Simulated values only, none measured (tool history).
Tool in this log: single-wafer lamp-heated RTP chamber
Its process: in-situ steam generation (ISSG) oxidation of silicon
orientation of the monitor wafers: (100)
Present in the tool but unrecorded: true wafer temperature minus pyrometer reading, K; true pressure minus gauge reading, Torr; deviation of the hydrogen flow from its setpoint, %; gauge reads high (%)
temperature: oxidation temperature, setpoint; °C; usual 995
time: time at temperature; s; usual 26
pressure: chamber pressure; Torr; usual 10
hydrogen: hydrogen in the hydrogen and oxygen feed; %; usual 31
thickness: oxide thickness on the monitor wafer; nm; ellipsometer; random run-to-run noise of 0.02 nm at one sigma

run    hour  temperature  time  pressure  hydrogen  wafers since the last listed run  wafers since the last pyrometer calibration  hours since the pressure gauge was zeroed  hours since the hydrogen flow controller was replaced  hours since the gauge calibration  read-back reference wafer on the same gauge, thickness  thickness
  1       0         1008    26        10        24                                 0                                         1642                                      928.4                                                 2571.3                              439.6                                                   6.626      5.607
  2    93.4         1011    26        10        31                              1119                                         2762                                     1021.8                                                 2664.7                                533                                                   6.631      6.045
  3   186.1         1011    26        10        31                              1110                                         3872                                     1114.5                                                 2757.4                              625.7                                                   6.631      6.153
  4   226.5          995    26        10        31                               484                                         4357                                     1154.9                                                 2797.8                              666.1                                                   6.624      5.736
      302.4  -- pyrometer window cleaned and pyrometer calibrated
  5   314.2          995    26        10        31                               955                                          141                                     1242.6                                                 2885.5                              753.8                                                   6.634      5.543
  6   390.7          995    26      10.2        31                               916                                         1058                                     1319.1                                                   2962                              830.3                                                   6.632      5.561
  7   451.6          995    26      10.2        31                               729                                         1788                                       1380                                                 3022.9                              891.2                                                   6.624      5.618
  8   559.6          995    26        10        31                              1294                                         3082                                       1488                                                 3130.9                              999.2                                                   6.628      5.682
  9   634.9          995    26        10        31                               902                                         3984                                     1563.3                                                 3206.2                             1074.5                                                   6.632       5.69
 10   740.7          989    26        10        31                              1267                                         5252                                     1669.1                                                   3312                             1180.3                                                    6.63      5.592
      758.6  -- pyrometer window cleaned and pyrometer calibrated
 11   835.8          989    26        10        31                              1043                                          924                                     1764.2                                                 3407.1                             1275.4                                                   6.631      5.478
 12     878          995    26        10        31                               505                                         1430                                     1806.4                                                 3449.3                             1317.6                                                   6.628      5.615
        936  -- pressure gauge zeroed
 13   941.1          995    26        10        31                               660                                         2090                                        5.1                                                 3512.4                             1380.7                                                   6.634      5.648
 14  1017.1          995    26        10        31                               910                                         3001                                       81.1                                                 3588.4                             1456.7                                                   6.626       5.66
 15  1109.3          995    19        10        32                              1104                                         4106                                      173.3                                                 3680.6                             1548.9                                                    6.63       4.99
 16  1145.5          978    26       9.4        32                               433                                         4540                                      209.5                                                 3716.8                             1585.1                                                   6.628      5.441
     1170.2  -- pyrometer window cleaned and pyrometer calibrated
 17  1182.6          995    26        10        31                               348                                          148                                      246.6                                                 3753.9                             1622.2                                                    6.63      5.608
 18  1255.1          995    26      10.2        31                               868                                         1017                                      319.1                                                 3826.4                             1694.7                                                   6.631      5.599
     1288.5  -- gauge calibrated
 19  1336.4         1003    26       9.4        31                               974                                         1991                                      400.4                                                 3907.7                               47.9                                                   6.629      5.936
 20  1393.1          995    22        10        23                               679                                         2671                                      457.1                                                 3964.4                              104.6                                                   6.625      4.904
 21  1466.8          989    26        10        31                               883                                         3554                                      530.8                                                 4038.1                              178.3                                                   6.635      5.584
     1627.9  -- pyrometer window cleaned and pyrometer calibrated
 22  1628.4          995    26       8.9        31                              1840                                            6                                      692.4                                                 4199.7                              339.9                                                   6.626      5.685
       1654  -- hydrogen flow controller replaced
 23  1708.9          985    19       9.4        26                               868                                          875                                      772.9                                                   54.9                              420.4                                                   6.627      4.531
 24  1810.7          995    30        10        32                              1219                                         2095                                      874.7                                                  156.7                              522.2                                                   6.627      6.058
 25  1871.3         1009    30        10        25                               726                                         2821                                      935.3                                                  217.3                              582.8                                                   6.627      6.168
 26  1950.2         1013    31      10.2        27                               945                                         3766                                     1014.2                                                  296.2                              661.7                                                    6.63      6.523
     2045.6  -- pyrometer window cleaned and pyrometer calibrated
 27  2052.7          989    26        10        31                              1132                                           85                                     1116.7                                                  398.7                              764.2                                                   6.631      5.381
 28  2138.8          987    26       8.8        31                              1031                                         1116                                     1202.8                                                  484.8                              850.3                                                   6.634      5.538
 29  2219.9         1006    26        10        31                               971                                         2088                                     1283.9                                                  565.9                              931.4                                                   6.628      5.916

Branching from run 29: 5 alternative next runs. What would each branch give?
  A  2220.3          981    26        10        31                                 4                                         2093                                     1284.3                                                  566.3                              931.8                                                       ?          ?
  B  2220.3          995    19        10        31                                 4                                         2093                                     1284.3                                                  566.3                              931.8                                                       ?          ?
  C  2220.3          989    22      10.2        22                                 4                                         2093                                     1284.3                                                  566.3                              931.8                                                       ?          ?
  D  2220.3         1003    36       8.9        31                                 4                                         2093                                     1284.3                                                  566.3                              931.8                                                       ?          ?
  E  2220.3          995    31      10.2        31                                 4                                         2093                                     1284.3                                                  566.3                              931.8                                                       ?          ?

run  read-back reference wafer on the same gauge, thickness  thickness
  A                                                   6.632      5.306
  B                                                   6.632      4.866
  C                                                   6.632      4.692
  D                                                   6.632      7.008
  E                                                   6.632      6.094
Stripped of hidden state, with their random variation kept, the same runs would have yielded:
run  thickness
  A      5.245
  B       4.81
  C      4.638
  D      6.911
  E      6.015
